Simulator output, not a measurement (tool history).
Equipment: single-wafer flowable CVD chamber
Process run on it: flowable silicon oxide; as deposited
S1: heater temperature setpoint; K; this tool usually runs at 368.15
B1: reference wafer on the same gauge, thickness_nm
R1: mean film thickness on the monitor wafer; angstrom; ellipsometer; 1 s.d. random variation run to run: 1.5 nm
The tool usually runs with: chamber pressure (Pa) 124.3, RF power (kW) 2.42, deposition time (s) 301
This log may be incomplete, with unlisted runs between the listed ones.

Run 1, hour 0: usual settings but RF power (kW) 2.29; B1 286.348. Result: R1 2515.48 angstrom.
At hour 93.6: RF generator calibrated.
Run 2, hour 94.1: usual settings but RF power (kW) 2.29; B1 285.692. Result: R1 2488.06 angstrom.
Run 3, hour 133.3: usual settings; B1 285.651. Result: R1 2529.17 angstrom.
Run 4, hour 173.6: usual settings but S1 361.15 K; B1 286.396. Result: R1 3111.31 angstrom.
Run 5, hour 239.1: usual settings; B1 286.384. Result: R1 2516.53 angstrom.
Run 6, hour 343.4: usual settings; B1 286.184. Result: R1 2510.79 angstrom.
Run 7, hour 403.1: usual settings; B1 286.424. Result: R1 2490.51 angstrom.
At hour 453.4: thermocouple changed; heater temperature recalibrated.
Run 8, hour 457.6: usual settings but S1 377.15 K, RF power (kW) 2.05; B1 285.817. Result: R1 1882 angstrom.
Run 9, hour 506.8: usual settings; B1 285.57. Result: R1 2512.92 angstrom.
Run 10, hour 575.1: usual settings but S1 363.15 K, chamber pressure (Pa) 108.1, RF power (kW) 2.225, deposition time (s) 249; B1 285.851. Result: R1 2057 angstrom.
Run 11, hour 644.6: usual settings but S1 379.15 K, chamber pressure (Pa) 138.7, RF power (kW) 2.105, deposition time (s) 265; B1 286.096. Result: R1 1719.4 angstrom.
At hour 697.7: gauge calibrated.
Run 12, hour 729.2: usual settings but chamber pressure (Pa) 142.5, deposition time (s) 324; B1 286.244. Result: R1 3064.11 angstrom.
At hour 803.8: capacitance manometer re-zeroed and calibrated.
Run 13, hour 833.1: usual settings but S1 360.15 K, chamber pressure (Pa) 155.2, RF power (kW) 2.74, deposition time (s) 349; B1 285.365. Result: R1 4697.91 angstrom.
At hour 883: showerhead replaced.
Run 14, hour 927.2: usual settings but chamber pressure (Pa) 107.5, RF power (kW) 2.74, deposition time (s) 321; B1 286.091. Result: R1 2379.01 angstrom.
Run 15, hour 998: usual settings but chamber pressure (Pa) 133.3; B1 286.017. Result: R1 2746.05 angstrom.
Run 16, hour 1064.6: usual settings but S1 380.15 K, deposition time (s) 275; B1 285.651. Result: R1 1635.14 angstrom.
Run 17, hour 1154.3: usual settings but RF power (kW) 2.31; B1 286.455. Result: R1 2541.53 angstrom.
Run 18, hour 1251.4: usual settings; B1 285.975. Result: R1 2529.04 angstrom.
Run 19, hour 1306.6: usual settings but chamber pressure (Pa) 148, RF power (kW) 2.555; B1 285.724. Result: R1 3033.87 angstrom.
Run 20, hour 1402: usual settings but RF power (kW) 2.895; B1 286.588. Result: R1 2585.38 angstrom.
Run 21, hour 1451.1: usual settings but S1 379.15 K, chamber pressure (Pa) 135.1, RF power (kW) 2.075, deposition time (s) 354; B1 286.114. Result: R1 2306.51 angstrom.
At hour 1542.8: RF generator calibrated.
Run 22, hour 1554.4: usual settings but S1 372.15 K; B1 286.336. Result: R1 2223.47 angstrom.
Run 23, hour 1611.5: usual settings but chamber pressure (Pa) 140.1, RF power (kW) 1.98, deposition time (s) 333; B1 285.855. Result: R1 3048.63 angstrom.
Run 24, hour 1690.7: usual settings but S1 379.15 K, chamber pressure (Pa) 147.7, RF power (kW) 2.85, deposition time (s) 268; B1 286.109. Result: R1 1939.53 angstrom.
Run 25, hour 1797.9: usual settings; B1 286.003. Result: R1 2481.46 angstrom.
At hour 1878.9: capacitance manometer re-zeroed and calibrated.
Run 26, hour 1879.4: usual settings but S1 360.15 K, chamber pressure (Pa) 111.7, RF power (kW) 2.88, deposition time (s) 245; B1 286.012. Result: R1 2378.42 angstrom.
Run 27, hour 1938: usual settings but deposition time (s) 338; B1 286.035. Result: R1 2879.28 angstrom.
Run 28, hour 2016.7: usual settings; B1 286.188. Result: R1 2517.77 angstrom.

Alternative continuations, all from the tool just after run 28; predict every row:
Run A, hour 2017.2: usual settings; B1 ?. Result: R1 ?.
Run B, hour 2017.2: usual settings but chamber pressure (Pa) 99.3, RF power (kW) 2.835, deposition time (s) 354; B1 ?. Result: R1 ?.
Run C, hour 2017.2: usual settings but chamber pressure (Pa) 132.7, RF power (kW) 2.23; B1 ?. Result: R1 ?.
Run D, hour 2017.2: usual settings but RF power (kW) 1.96; B1 ?. Result: R1 ?.

run       B1       R1
  A  285.843  2538.37
  B  285.843  2416.62
  C  285.843  2684.06
  D  285.843  2466.19
With no hidden state in the tool, these same runs would have given:
run       R1
  A  2540.03
  B  2418.33
  C  2685.81
  D   2467.8
